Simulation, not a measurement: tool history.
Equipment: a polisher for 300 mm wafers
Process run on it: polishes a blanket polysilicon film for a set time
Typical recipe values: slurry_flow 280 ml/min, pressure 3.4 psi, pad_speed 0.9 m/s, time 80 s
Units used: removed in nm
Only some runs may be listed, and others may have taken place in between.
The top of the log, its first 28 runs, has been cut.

run	day	slurry_flow	pressure	pad_speed	time	incoming thickness of the incoming film, nm	removed
29	97.612	325	2.9	1.06	55	2144	525.4
30	99.954	280	2.3	1.16	62	2164.7	508.1
31	103.567	280	3.4	0.9	80	2113.1	757.6
32	108.017	280	2.3	1.16	62	2132.6	484.4
33	109.579	280	3.4	1.02	64	2120.9	649.7
34	112.25	355	3.4	1.02	53	2114	544.5
# day 114.162: head pressure recalibrated
35	115.817	355	3.4	1.02	53	2165.4	561.4
# day 117.975: worn pad replaced by a new one
# day 121.962: slurry nozzle cleaned
36	125.221	280	3.4	0.9	80	2146.1	744.9
37	129.279	370	4.4	1.12	102	2142	1527.1

Branching from run 37: 3 alternative next runs. What would each branch give?
A	129.296	280	3.4	0.9	94	2114.2	?
B	129.296	280	3.4	1.14	80	2114.2	?
C	129.296	360	2.7	0.74	80	2114.2	?

run	removed
A	856.1
B	896.2
C	500.2
The same runs, with their run-to-run variation unchanged, on a tool lacking any hidden condition would have given:
run	removed
A	913.7
B	956.5
C	533

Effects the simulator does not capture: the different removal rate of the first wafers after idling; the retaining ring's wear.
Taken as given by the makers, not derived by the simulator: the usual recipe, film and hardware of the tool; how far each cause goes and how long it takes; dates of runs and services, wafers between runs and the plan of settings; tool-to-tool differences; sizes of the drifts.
